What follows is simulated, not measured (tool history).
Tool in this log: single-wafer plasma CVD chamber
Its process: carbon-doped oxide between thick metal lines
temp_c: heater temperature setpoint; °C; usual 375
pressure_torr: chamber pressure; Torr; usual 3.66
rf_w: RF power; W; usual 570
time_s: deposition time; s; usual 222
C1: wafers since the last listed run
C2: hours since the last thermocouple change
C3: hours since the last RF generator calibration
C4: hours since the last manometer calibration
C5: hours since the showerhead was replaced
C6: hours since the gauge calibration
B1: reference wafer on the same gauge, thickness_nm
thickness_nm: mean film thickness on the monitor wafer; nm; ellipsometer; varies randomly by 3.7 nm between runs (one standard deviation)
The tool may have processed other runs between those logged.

run 1 hour=0.0 | temp_c=375 pressure_torr=3.66 rf_w=570 time_s=222 | C1=0 C2=453.2 C3=49.9 C4=55.7 C5=2894.7 C6=1822.1 | B1=900.033 | thickness_nm=1086.855
run 2 hour=89.2 | temp_c=375 pressure_torr=3.66 rf_w=570 time_s=222 | C1=541 C2=542.4 C3=139.1 C4=144.9 C5=2983.9 C6=1911.3 | B1=899.422 | thickness_nm=1086.406
run 3 hour=179.1 | temp_c=375 pressure_torr=3.66 rf_w=570 time_s=222 | C1=545 C2=632.3 C3=229.0 C4=234.8 C5=3073.8 C6=2001.2 | B1=899.996 | thickness_nm=1086.496
run 4 hour=254.4 | temp_c=375 pressure_torr=3.66 rf_w=570 time_s=222 | C1=456 C2=707.6 C3=304.3 C4=310.1 C5=3149.1 C6=2076.5 | B1=899.295 | thickness_nm=1088.278
run 5 hour=565.3 | temp_c=375 pressure_torr=3.66 rf_w=570 time_s=222 | C1=1886 C2=1018.5 C3=615.2 C4=621.0 C5=3460.0 C6=2387.4 | B1=900.152 | thickness_nm=1095.610
run 6 hour=615.0 | temp_c=375 pressure_torr=3.66 rf_w=570 time_s=222 | C1=301 C2=1068.2 C3=664.9 C4=670.7 C5=3509.7 C6=2437.1 | B1=900.584 | thickness_nm=1092.916
run 7 hour=707.6 | temp_c=375 pressure_torr=3.66 rf_w=615 time_s=222 | C1=561 C2=1160.8 C3=757.5 C4=763.3 C5=3602.3 C6=2529.7 | B1=898.861 | thickness_nm=1175.730
-- hour=770.8 RF generator calibrated
run 8 hour=774.1 | temp_c=375 pressure_torr=3.66 rf_w=615 time_s=222 | C1=354 C2=1227.3 C3=3.3 C4=829.8 C5=3668.8 C6=2596.2 | B1=899.952 | thickness_nm=1173.505
-- hour=820.7 capacitance manometer re-zeroed and calibrated
run 9 hour=821.2 | temp_c=375 pressure_torr=4.28 rf_w=570 time_s=222 | C1=237 C2=1274.4 C3=50.4 C4=0.5 C5=3715.9 C6=2643.3 | B1=900.127 | thickness_nm=1106.510
-- hour=845.1 thermocouple changed; heater temperature recalibrated
run 10 hour=859.4 | temp_c=375 pressure_torr=4.28 rf_w=570 time_s=222 | C1=183 C2=14.3 C3=88.6 C4=38.7 C5=3754.1 C6=2681.5 | B1=900.555 | thickness_nm=1116.896
run 11 hour=902.2 | temp_c=375 pressure_torr=3.04 rf_w=515 time_s=222 | C1=259 C2=57.1 C3=131.4 C4=81.5 C5=3796.9 C6=2724.3 | B1=899.387 | thickness_nm=952.178
run 12 hour=1104.9 | temp_c=375 pressure_torr=3.66 rf_w=570 time_s=236 | C1=1230 C2=259.8 C3=334.1 C4=284.2 C5=3999.6 C6=2927.0 | B1=899.776 | thickness_nm=1154.152
run 13 hour=1211.3 | temp_c=361 pressure_torr=3.66 rf_w=570 time_s=222 | C1=645 C2=366.2 C3=440.5 C4=390.6 C5=4106.0 C6=3033.4 | B1=899.894 | thickness_nm=1124.715
run 14 hour=1276.1 | temp_c=361 pressure_torr=3.66 rf_w=570 time_s=222 | C1=393 C2=431.0 C3=505.3 C4=455.4 C5=4170.8 C6=3098.2 | B1=900.084 | thickness_nm=1127.618
run 15 hour=1344.8 | temp_c=375 pressure_torr=4.15 rf_w=570 time_s=207 | C1=416 C2=499.7 C3=574.0 C4=524.1 C5=4239.5 C6=3166.9 | B1=900.530 | thickness_nm=1042.736
run 16 hour=1443.6 | temp_c=375 pressure_torr=3.66 rf_w=570 time_s=222 | C1=599 C2=598.5 C3=672.8 C4=622.9 C5=4338.3 C6=3265.7 | B1=900.618 | thickness_nm=1095.256
run 17 hour=1488.9 | temp_c=375 pressure_torr=3.66 rf_w=470 time_s=256 | C1=274 C2=643.8 C3=718.1 C4=668.2 C5=4383.6 C6=3311.0 | B1=899.893 | thickness_nm=1014.651
run 18 hour=1548.6 | temp_c=375 pressure_torr=3.66 rf_w=655 time_s=222 | C1=362 C2=703.5 C3=777.8 C4=727.9 C5=4443.3 C6=3370.7 | B1=899.749 | thickness_nm=1245.276
-- hour=1577.8 RF generator calibrated
run 19 hour=1611.0 | temp_c=380 pressure_torr=3.66 rf_w=570 time_s=222 | C1=330 C2=765.9 C3=33.2 C4=790.3 C5=4505.7 C6=3433.1 | B1=899.051 | thickness_nm=1090.372
-- hour=1632.3 showerhead replaced
-- hour=1643.6 capacitance manometer re-zeroed and calibrated
run 20 hour=1695.0 | temp_c=375 pressure_torr=3.66 rf_w=610 time_s=222 | C1=412 C2=849.9 C3=117.2 C4=51.4 C5=62.7 C6=3517.1 | B1=899.780 | thickness_nm=1167.790
-- hour=1742.7 gauge calibrated
run 21 hour=1747.7 | temp_c=365 pressure_torr=4.04 rf_w=670 time_s=205 | C1=319 C2=902.6 C3=169.9 C4=104.1 C5=115.4 C6=5.0 | B1=899.295 | thickness_nm=1207.784
run 22 hour=1840.1 | temp_c=375 pressure_torr=3.66 rf_w=480 time_s=242 | C1=560 C2=995.0 C3=262.3 C4=196.5 C5=207.8 C6=97.4 | B1=900.152 | thickness_nm=979.777
run 23 hour=1894.6 | temp_c=375 pressure_torr=3.91 rf_w=570 time_s=222 | C1=330 C2=1049.5 C3=316.8 C4=251.0 C5=262.3 C6=151.9 | B1=900.324 | thickness_nm=1105.243
run 24 hour=1998.0 | temp_c=375 pressure_torr=3.66 rf_w=570 time_s=222 | C1=627 C2=1152.9 C3=420.2 C4=354.4 C5=365.7 C6=255.3 | B1=899.780 | thickness_nm=1099.339
run 25 hour=2045.9 | temp_c=375 pressure_torr=4.34 rf_w=570 time_s=243 | C1=290 C2=1200.8 C3=468.1 C4=402.3 C5=413.6 C6=303.2 | B1=899.488 | thickness_nm=1228.002
run 26 hour=2142.6 | temp_c=375 pressure_torr=3.66 rf_w=570 time_s=222 | C1=586 C2=1297.5 C3=564.8 C4=499.0 C5=510.3 C6=399.9 | B1=900.281 | thickness_nm=1096.761
-- hour=2326.4 thermocouple changed; heater temperature recalibrated
-- hour=2444.2 RF generator calibrated
run 27 hour=2446.1 | temp_c=380 pressure_torr=4.22 rf_w=465 time_s=222 | C1=1744 C2=119.7 C3=1.9 C4=802.5 C5=813.8 C6=703.4 | B1=899.027 | thickness_nm=882.325

How would selected steps in thickness_nm from run to run divide? Give the signed amount a tool lacking its hidden state would still show from settings, what came in and random variation, and the signed amount left for the hidden state, including any gauge scatter that is not in both of the compared results.
The hidden state here: wafer temperature above the value expected at the setpoint (K); delivered RF power above the setpoint (%); true pressure above the setpoint (%); gauge reads high (%).
Run 8 -> 9: pressure_torr 3.66 -> 4.28, rf_w 615 -> 570, capacitance manometer re-zeroed and calibrated. thickness_nm -66.995 nm: hidden state -9.911, all else -57.084.
Run 17 -> 18: rf_w 470 -> 655, time_s 256 -> 222. thickness_nm +230.625 nm: hidden state +2.855, all else +227.770.
Run 19 -> 20: temp_c 380 -> 375, rf_w 570 -> 610, showerhead replaced, capacitance manometer re-zeroed and calibrated. thickness_nm +77.418 nm: hidden state -8.709, all else +86.127.
Run 21 -> 22: temp_c 365 -> 375, pressure_torr 4.04 -> 3.66, rf_w 670 -> 480, time_s 205 -> 242. thickness_nm -228.007 nm: hidden state -0.085, all else -227.922.
